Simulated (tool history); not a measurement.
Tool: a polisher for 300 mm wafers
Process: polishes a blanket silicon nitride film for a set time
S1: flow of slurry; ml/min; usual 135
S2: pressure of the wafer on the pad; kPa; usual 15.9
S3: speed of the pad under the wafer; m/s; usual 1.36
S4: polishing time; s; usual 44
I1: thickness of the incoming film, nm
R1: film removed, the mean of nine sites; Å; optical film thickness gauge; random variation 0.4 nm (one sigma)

Run 1, day 0.000: usual settings; I1 512.8. Result: R1 579 Å.
Run 2, day 1.208: usual settings; I1 501.4. Result: R1 567 Å.
At day 1.554: worn pad replaced by a new one.
Run 3, day 3.829: usual settings; I1 506.6. Result: R1 573 Å.
Run 4, day 5.829: usual settings; I1 508.5. Result: R1 566 Å.
Run 5, day 6.988: usual settings; I1 508.3. Result: R1 572 Å.
Run 6, day 8.279: usual settings; I1 509.9. Result: R1 575 Å.
At day 8.900: worn pad replaced by a new one.
Run 7, day 9.438: usual settings; I1 511.7. Result: R1 566 Å.
At day 12.308: head pressure recalibrated.
Run 8, day 14.917: usual settings; I1 511.9. Result: R1 615 Å.
Run 9, day 17.588: usual settings but S1 170 ml/min, S2 13.8 kPa; I1 518.9. Result: R1 555 Å.
At day 18.192: worn pad replaced by a new one.
At day 18.775: head pressure recalibrated, repeated, since the last time left the tool worse.
Run 10, day 20.017: usual settings; I1 511.4. Result: R1 587 Å.
Run 11, day 21.296: usual settings but S2 21.4 kPa; I1 508.0. Result: R1 797 Å.
Run 12, day 23.871: usual settings but S1 115 ml/min, S3 1.56 m/s, S4 48 s; I1 504.8. Result: R1 687 Å.
At day 25.250: slurry nozzle cleaned.
At day 26.596: worn pad replaced by a new one.
Run 13, day 26.683: usual settings but S1 170 ml/min, S4 51 s; I1 501.7. Result: R1 699 Å.
At day 33.925: worn pad replaced by a new one.
Run 14, day 34.429: usual settings; I1 507.4. Result: R1 588 Å.
Run 15, day 36.554: usual settings; I1 517.9. Result: R1 582 Å.
Run 16, day 37.662: usual settings but S2 21.4 kPa, S4 50 s; I1 516.6. Result: R1 893 Å.
Run 17, day 40.475: usual settings but S1 120 ml/min, S2 21.4 kPa; I1 509.4. Result: R1 756 Å.

The same runs without the tool's hidden state, with the same run-to-run variation:
The hidden state here: removal rate lost through wear of the pad, %; slurry flow missing at the pad, %; deviation of the head's pressure from its setpoint, %.
run   R1
  1  590
  2  579
  3  586
  4  580
  5  588
  6  593
  7  584
  8  582
  9  526
 10  588
 11  797
 12  688
 13  700
 14  590
 15  585
 16  899
 17  762
